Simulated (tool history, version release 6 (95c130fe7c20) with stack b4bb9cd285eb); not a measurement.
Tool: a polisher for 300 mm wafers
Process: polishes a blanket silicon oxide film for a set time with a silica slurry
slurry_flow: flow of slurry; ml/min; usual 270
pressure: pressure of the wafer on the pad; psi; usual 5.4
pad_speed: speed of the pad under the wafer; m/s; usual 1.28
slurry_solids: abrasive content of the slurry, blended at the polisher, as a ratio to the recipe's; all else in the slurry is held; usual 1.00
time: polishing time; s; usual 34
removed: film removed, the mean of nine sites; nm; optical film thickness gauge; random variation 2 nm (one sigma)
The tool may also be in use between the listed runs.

run,hour,slurry_flow,pressure,pad_speed,slurry_solids,time,wafers since the last listed run,wafers polished on this pad,hours since the slurry nozzle was cleaned,hours since the head pressure was calibrated,hours since the slurry blender was calibrated,hours since the conditioning disc was replaced,"incoming thickness of the incoming film, nm",removed
1,0.0,270,4.8,1.28,1.00,34,0,1505,169.2,115.9,340.6,145.8,1511.5,161.6
2,41.2,245,6.5,1.50,1.00,26,338,1843,210.4,157.1,381.8,187.0,1519.7,164.2
# hour 89.8: slurry blender recalibrated
3,109.5,270,3.8,1.28,0.70,34,544,2387,278.7,225.4,19.7,255.3,1526.1,96.4
4,135.4,270,5.4,1.28,1.00,34,212,2600,304.6,251.3,45.6,281.2,1512.5,169.0
5,188.8,215,5.4,1.28,1.00,23,438,3038,358.0,304.7,99.0,334.6,1528.3,108.7
# hour 223.7: conditioning disc replaced and pad reconditioned
6,257.7,270,5.4,1.28,0.90,24,548,3587,426.9,373.6,167.9,34.0,1515.3,105.1
# hour 269.7: worn pad replaced by a new one
# hour 275.1: slurry nozzle cleaned
7,327.5,185,5.4,1.56,0.85,31,531,466,52.4,443.4,237.7,103.8,1505.9,155.8
8,378.2,190,5.4,1.28,0.90,34,416,882,103.1,494.1,288.4,154.5,1518.4,153.6
9,439.7,295,5.4,1.28,1.25,34,504,1387,164.6,555.6,349.9,216.0,1497.6,205.4
10,482.1,310,4.6,0.96,1.00,34,347,1734,207.0,598.0,392.3,258.4,1524.9,130.1
# hour 486.9: slurry blender recalibrated
11,509.9,270,5.4,1.28,1.00,34,211,1946,234.8,625.8,23.0,286.2,1488.0,168.9
12,551.4,270,5.4,1.28,1.00,34,340,2287,276.3,667.3,64.5,327.7,1503.8,168.7
13,623.0,270,5.4,1.66,0.90,34,587,2874,347.9,738.9,136.1,399.3,1537.6,180.0
# hour 643.0: slurry nozzle cleaned
# hour 674.5: worn pad replaced by a new one
14,679.1,270,5.4,1.28,1.20,41,419,37,36.1,795.0,192.2,455.4,1484.7,244.0
# hour 703.9: conditioning disc replaced and pad reconditioned
15,708.1,295,5.4,1.28,1.25,34,221,258,65.1,824.0,221.2,4.2,1527.8,209.7
16,769.5,270,5.4,1.72,1.00,34,503,762,126.5,885.4,282.6,65.6,1510.0,212.4
17,815.8,270,5.4,1.28,1.00,34,379,1142,172.8,931.7,328.9,111.9,1489.5,175.9
18,843.4,270,5.4,1.28,1.00,29,226,1369,200.4,959.3,356.5,139.5,1507.2,148.5
19,886.9,270,5.4,1.72,1.00,34,356,1725,243.9,1002.8,400.0,183.0,1499.5,214.0
# hour 927.2: slurry blender recalibrated
20,947.7,270,5.4,1.28,1.00,34,482,2208,304.7,1063.6,20.5,243.8,1503.7,167.8
21,984.6,270,5.4,1.28,1.00,34,302,2511,341.6,1100.5,57.4,280.7,1513.3,167.2
22,1021.8,200,7.1,1.28,1.10,39,305,2816,378.8,1137.7,94.6,317.9,1503.6,234.8
# hour 1026.9: head pressure recalibrated
# hour 1068.4: conditioning disc replaced and pad reconditioned
23,1085.3,270,5.4,1.28,1.00,34,488,3304,442.3,58.4,158.1,16.9,1508.8,163.9
# hour 1134.3: slurry nozzle cleaned
# hour 1149.0: worn pad replaced by a new one
24,1153.5,270,6.2,1.28,1.00,34,518,36,19.2,126.6,226.3,85.1,1538.0,194.8

The same runs without the tool's hidden state, with the same run-to-run variation:
The hidden state here: removal rate lost through wear of the pad, %; slurry flow missing at the pad, %; deviation of the head's pressure from its setpoint, %; abrasive missing from the slurry, %; time polished since the conditioner stopped cutting, s.
run,removed
1,168.9
2,173.2
3,103.3
4,182.4
5,118.9
6,116.8
7,159.1
8,158.7
9,215.3
10,137.7
11,180.1
12,181.6
13,197.3
14,246.1
15,212.9
16,218.7
17,183.1
18,155.6
19,226.5
20,180.2
21,181.2
22,256.8
23,182.1
24,195.7

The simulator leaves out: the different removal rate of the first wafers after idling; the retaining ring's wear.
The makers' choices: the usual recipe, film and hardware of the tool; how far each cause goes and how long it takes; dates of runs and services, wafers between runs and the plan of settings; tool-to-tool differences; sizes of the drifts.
